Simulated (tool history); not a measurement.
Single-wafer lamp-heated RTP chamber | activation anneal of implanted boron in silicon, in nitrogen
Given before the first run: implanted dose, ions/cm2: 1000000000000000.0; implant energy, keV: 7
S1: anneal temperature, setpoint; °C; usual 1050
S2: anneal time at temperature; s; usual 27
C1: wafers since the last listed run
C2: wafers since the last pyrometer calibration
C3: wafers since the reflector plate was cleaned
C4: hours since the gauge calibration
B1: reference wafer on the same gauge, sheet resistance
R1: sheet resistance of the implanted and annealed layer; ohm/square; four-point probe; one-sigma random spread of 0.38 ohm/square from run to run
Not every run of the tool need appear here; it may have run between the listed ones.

run   hour    S1  S2    C1    C2    C3     C4      B1      R1
  1      0  1050  39     0  2588  2156   78.9  154.01  128.46
  2   15.2  1032  37   198  2787  2355   94.1  153.98   136.3
  3   29.1  1032  37   181  2969  2537    108  153.92  135.89
  4   57.9  1032  37   376  3346  2914  136.8   153.9  136.44
  5   77.3  1038  27   253  3600  3168  156.2   153.9  136.85
  6   97.8  1038  27   268  3868  3436  176.7  153.98  137.18
  7  112.3  1038  27   189  4057  3625  191.2   153.9   136.6
  8    138  1050  27   336  4394  3962  216.9  154.09  132.36
  9  167.9  1074  43   391  4785  4353  246.8  153.98  124.64
     193.1  -- pyrometer window cleaned and pyrometer calibrated
 10  193.6  1040  42   231     6  4584  272.5  153.93  131.23
 11  199.3  1034  12    74    81  4659  278.2  153.92  145.32
     207.2  -- gauge calibrated
     238.2  -- reflector plate cleaned
 12  299.7  1023  27  1208  1290   804   92.5  153.94  142.39
 13    318  1050  27   239  1529  1043  110.8  153.91  132.04
 14  339.2  1028  21   277  1806  1321    132  154.14  142.86
 15  353.1  1073  33   181  1988  1503  145.9  154.03  126.14
 16  376.7  1024  13   308  2297  1811  169.5  153.98  147.63

What if the next run were any one of these 4? Each begins from the tool's condition after run 16:
  A  377.1  1050  33   5  2302  1817  169.9   ?   ?
  B  377.1  1029  42   5  2302  1817  169.9   ?   ?
  C  377.1  1035  20   5  2302  1817  169.9   ?   ?
  D  377.1  1030  27   5  2302  1817  169.9   ?   ?

run      B1      R1
  A  154.13  131.09
  B  154.13  137.04
  C  154.13  141.25
  D  154.13  140.76
Without the tool's hidden state the same runs would have given:
run      R1
  A  131.09
  B  137.04
  C  141.25
  D  140.76
